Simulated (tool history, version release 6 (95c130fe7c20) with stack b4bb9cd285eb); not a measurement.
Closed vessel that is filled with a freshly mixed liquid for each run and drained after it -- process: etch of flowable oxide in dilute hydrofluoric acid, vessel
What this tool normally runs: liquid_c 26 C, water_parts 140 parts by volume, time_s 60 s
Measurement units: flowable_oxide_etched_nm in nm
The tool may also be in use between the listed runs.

| run | hour | liquid_c | water_parts | time_s | wafers since the last listed run | hours since the thermometer was replaced | hours since the hydrofluoric acid flow meter was replaced | hours since the gauge calibration | read-back film thickness of the flowable oxide reference wafer, read on the same gauge (nm) | flowable_oxide_etched_nm |
|---|---|---|---|---|---|---|---|---|---|---|
| 1 | 0 | 26 | 140 | 60 | 0 | 642.8 | 1555.3 | 569.1 | 70 | 31.06 |
|  | 13.7 | gauge calibrated |
|  | 19.4 | thermometer replaced |
| 2 | 40.8 | 26 | 140 | 60 | 4287 | 21.4 | 1596.1 | 27.1 | 70.01 | 29.85 |
| 3 | 132.1 | 26 | 140 | 60 | 9836 | 112.7 | 1687.4 | 118.4 | 70.01 | 29.48 |
| 4 | 189.9 | 26 | 140 | 60 | 6227 | 170.5 | 1745.2 | 176.2 | 70.01 | 29.71 |
| 5 | 236.8 | 26 | 140 | 60 | 5052 | 217.4 | 1792.1 | 223.1 | 70 | 30.1 |
| 6 | 328 | 26 | 140 | 60 | 9825 | 308.6 | 1883.3 | 314.3 | 69.99 | 29.97 |
|  | 429.4 | hydrofluoric acid flow meter replaced |
| 7 | 432.1 | 26 | 140 | 60 | 11107 | 412.7 | 2.7 | 418.4 | 69.98 | 30.99 |
|  | 525.4 | gauge calibrated |
| 8 | 528.4 | 30 | 140 | 60 | 10375 | 509 | 99 | 3 | 70.01 | 35.08 |
|  | 603.8 | thermometer replaced |
| 9 | 612.6 | 28.5 | 90 | 60 | 8963 | 8.8 | 183.2 | 87.2 | 70 | 53.29 |
| 10 | 671.5 | 23.5 | 105 | 85 | 6345 | 67.7 | 242.1 | 146.1 | 69.98 | 52.23 |
| 11 | 726.8 | 27.5 | 140 | 70 | 5957 | 123 | 297.4 | 201.4 | 69.98 | 36.47 |
| 12 | 798.4 | 26 | 140 | 60 | 7714 | 194.6 | 369 | 273 | 70.02 | 29.34 |
| 13 | 843.2 | 26 | 140 | 60 | 4826 | 239.4 | 413.8 | 317.8 | 69.99 | 29.55 |
| 14 | 889 | 26 | 85 | 60 | 4934 | 285.2 | 459.6 | 363.6 | 70.01 | 52.24 |

Consider 5 possible next runs. They are alternatives, not a sequence: every one starts from the tool as it was left by run 14. What does each give?
| A | 889.7 | 26 | 140 | 60 | 75 | 285.9 | 460.3 | 364.3 | ? | ? |
| B | 889.7 | 26 | 140 | 70 | 75 | 285.9 | 460.3 | 364.3 | ? | ? |
| C | 889.7 | 26 | 140 | 35 | 75 | 285.9 | 460.3 | 364.3 | ? | ? |
| D | 889.7 | 21.5 | 140 | 80 | 75 | 285.9 | 460.3 | 364.3 | ? | ? |
| E | 889.7 | 26 | 75 | 60 | 75 | 285.9 | 460.3 | 364.3 | ? | ? |

| run | read-back film thickness of the flowable oxide reference wafer, read on the same gauge (nm) | flowable_oxide_etched_nm |
|---|---|---|
| A | 70.02 | 30.02 |
| B | 70.02 | 35.03 |
| C | 70.02 | 17.51 |
| D | 70.02 | 33.7 |
| E | 70.02 | 60.98 |
With the hidden condition removed and each run's random variation left untouched, the same runs would have given:
| run | flowable_oxide_etched_nm |
|---|---|
| A | 29.11 |
| B | 33.96 |
| C | 16.98 |
| D | 32.63 |
| E | 59.03 |

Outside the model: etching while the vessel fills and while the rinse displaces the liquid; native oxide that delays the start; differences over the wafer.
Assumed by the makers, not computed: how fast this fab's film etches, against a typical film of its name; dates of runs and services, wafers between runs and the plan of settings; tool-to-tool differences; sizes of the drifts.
